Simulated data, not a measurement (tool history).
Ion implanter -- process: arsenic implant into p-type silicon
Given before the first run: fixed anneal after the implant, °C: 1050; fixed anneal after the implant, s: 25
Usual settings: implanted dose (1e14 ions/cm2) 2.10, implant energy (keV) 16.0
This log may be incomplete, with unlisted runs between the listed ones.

run,day,implanted dose (1e14 ions/cm2),implant energy (keV),wafers since the last listed run,hours since the last dose calibration,hours since the extraction supply was calibrated,hours since the gauge calibration,"read-back reference wafer on the same gauge, sheet resistance",sheet resistance of the implanted and annealed layer (ohm/square)
1,0.000,2.10,14.5,0,938.3,4597.3,235.6,437.03,417.53
2,1.146,2.10,14.5,358,965.8,4624.8,263.1,436.52,415.00
3,2.542,2.10,14.5,437,999.3,4658.3,296.6,437.19,417.19
4,3.525,2.33,16.0,307,1022.9,4681.9,320.2,436.94,378.44
5,4.967,2.33,16.0,451,1057.5,4716.5,354.8,437.07,378.87
6,6.196,2.10,16.0,384,1087.0,4746.0,384.3,437.10,412.24
# day 7.092: Faraday cup replaced and dose calibrated
7,7.292,2.10,16.0,238,4.8,4772.3,410.6,437.19,412.53
# day 8.779: extraction supply calibrated
8,8.800,2.10,16.0,367,41.0,0.5,446.8,436.93,415.66
9,9.675,2.10,16.0,273,62.0,21.5,467.8,436.90,413.79
# day 10.179: gauge calibrated
10,10.554,2.60,10.5,275,83.1,42.6,9.0,436.53,361.28
11,11.450,2.40,21.5,280,104.6,64.1,30.5,437.22,358.98
12,12.871,2.48,20.5,444,138.7,98.2,64.6,436.61,353.09
13,13.421,2.10,16.0,172,151.9,111.4,77.8,437.34,412.72
14,14.162,2.33,16.0,232,169.7,129.2,95.6,436.80,378.32
15,15.458,2.36,16.0,405,200.8,160.3,126.7,437.30,375.77
16,16.092,2.10,14.5,198,216.0,175.5,141.9,436.90,417.47
17,16.708,1.82,20.0,193,230.8,190.3,156.7,437.18,449.03
18,17.567,2.64,18.5,268,251.4,210.9,177.3,437.05,340.08

Here are 4 independent what-if runs from the current tool condition. What would each one return?
A,17.583,2.10,16.0,5,251.8,211.3,177.7,?,?
B,17.583,2.67,18.0,5,251.8,211.3,177.7,?,?
C,17.583,2.34,13.0,5,251.8,211.3,177.7,?,?
D,17.583,2.45,17.5,5,251.8,211.3,177.7,?,?

run,"read-back reference wafer on the same gauge, sheet resistance",sheet resistance of the implanted and annealed layer (ohm/square)
A,437.13,410.38
B,437.13,336.60
C,437.13,384.49
D,437.13,360.86
Stripped of hidden state, with their random variation kept, the same runs would have yielded:
run,sheet resistance of the implanted and annealed layer (ohm/square)
A,410.38
B,336.60
C,384.49
D,360.86

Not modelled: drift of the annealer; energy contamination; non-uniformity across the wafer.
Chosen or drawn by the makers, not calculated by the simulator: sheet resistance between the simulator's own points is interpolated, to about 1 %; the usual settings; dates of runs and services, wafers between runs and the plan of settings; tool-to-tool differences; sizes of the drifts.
